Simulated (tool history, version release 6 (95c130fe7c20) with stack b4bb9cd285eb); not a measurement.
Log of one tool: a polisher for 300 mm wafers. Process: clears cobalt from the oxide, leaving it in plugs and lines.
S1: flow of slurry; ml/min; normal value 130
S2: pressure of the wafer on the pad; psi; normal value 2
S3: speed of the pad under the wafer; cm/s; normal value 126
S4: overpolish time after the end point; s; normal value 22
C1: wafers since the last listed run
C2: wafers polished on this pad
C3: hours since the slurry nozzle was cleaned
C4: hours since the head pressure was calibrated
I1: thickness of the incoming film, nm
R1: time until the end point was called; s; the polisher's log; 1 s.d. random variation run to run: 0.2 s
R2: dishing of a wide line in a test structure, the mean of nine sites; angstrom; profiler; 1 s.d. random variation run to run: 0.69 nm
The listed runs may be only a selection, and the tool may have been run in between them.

run,hour,S1,S2,S3,S4,C1,C2,C3,C4,I1,R1,R2
1,0,130,2,126,22,0,2432,158.3,814.2,152.3,26.9,481
2,26,130,2,126,22,362,2794,184.3,840.2,148.8,26.9,483
3,39.2,130,2,126,22,183,2978,197.5,853.4,150.3,27,478
# hour 44.6: worn pad replaced by a new one
4,67,130,2,126,22,331,312,225.3,881.2,149.9,25.6,481
5,87.2,130,2,126,22,281,593,245.5,901.4,150.1,25.8,468
6,114.3,130,2,126,22,377,971,272.6,928.5,151.6,26.5,473
7,150.2,130,2,126,22,500,1471,308.5,964.4,150.8,26.5,478
8,177.3,130,2,126,22,377,1848,335.6,991.5,148.5,26.7,474
9,203.1,130,2,126,22,359,2208,361.4,1017.3,147.9,26.1,477
10,235.9,130,2,126,22,456,2665,394.2,1050.1,151.7,27.7,476
# hour 240.4: head pressure recalibrated
# hour 250.9: slurry nozzle cleaned
11,251.4,130,2,108,22,174,2839,0.5,11,150.1,30.3,466
12,279.8,130,2,108,22,395,3235,28.9,39.4,149.3,30.9,456
# hour 285.9: worn pad replaced by a new one
13,309.8,130,2,126,22,362,333,58.9,69.4,149.2,24.9,478
14,327.4,155,2,96,31,245,578,76.5,87,147.9,31.6,490
15,343.2,130,2,126,12,220,798,92.3,102.8,147.5,25.1,397
16,377.5,130,2,126,22,477,1276,126.6,137.1,148,25.5,492
17,417,130,2,126,22,550,1826,166.1,176.6,151.4,26.8,479
18,444.2,130,2,126,22,378,2205,193.3,203.8,151.9,27.1,482
# hour 473.6: worn pad replaced by a new one
19,477.5,130,2,126,22,408,54,226.6,237.1,149.6,25.5,471
20,492.6,145,1.4,126,22,210,265,241.7,252.2,150.1,36.3,443
21,519.6,110,2.4,126,16,376,641,268.7,279.2,151,22.8,456
22,545.8,150,2,152,14,365,1006,294.9,305.4,150.7,20.7,452
23,563.5,110,2,126,9,246,1253,312.6,323.1,151.3,27.9,333
24,594.2,165,2.2,126,10,427,1680,343.3,353.8,147.5,22.5,381
25,619.2,130,2,162,10,348,2029,368.3,378.8,148.8,20.5,393
# hour 636.8: slurry nozzle cleaned
26,648.9,115,2.6,126,22,399,2429,12.1,408.5,151.4,20.6,488
# hour 668: worn pad replaced by a new one
27,676.6,130,1.7,126,17,330,119,39.8,436.2,149.1,29.5,432
28,692.5,130,2,126,22,221,341,55.7,452.1,150.7,25.2,498
29,712.4,115,1.6,94,34,277,618,75.6,472,147.1,42.5,472
30,729.1,130,2,126,22,232,851,92.3,488.7,151.4,25.8,480
31,761.4,130,2,126,22,450,1301,124.6,521,150.9,25.7,489
32,774.5,165,1.7,126,28,182,1483,137.7,534.1,149.9,28.8,478
33,808.2,130,2,126,22,469,1953,171.4,567.8,149.2,25.9,474
34,829.1,130,2.5,126,18,291,2244,192.3,588.7,149.4,20.8,488
35,847,115,1.6,94,34,249,2493,210.2,606.6,148.5,45.7,468
36,866.4,130,2,168,30,270,2764,229.6,626,149.4,20.3,504

Forecast each of these 3 alternatives for the next run:
A,866.8,130,2,126,22,5,2769,230,626.4,147.9,?,?
B,866.8,130,2,158,34,5,2769,230,626.4,147.9,?,?
C,866.8,130,2,126,11,5,2769,230,626.4,147.9,?,?

run,R1,R2
A,26.5,483
B,21.1,519
C,26.5,377
Take away the tool's hidden state, keep each run's random variation, and the runs would have read:
run,R1,R2
A,24,492
B,19.1,520
C,24,395
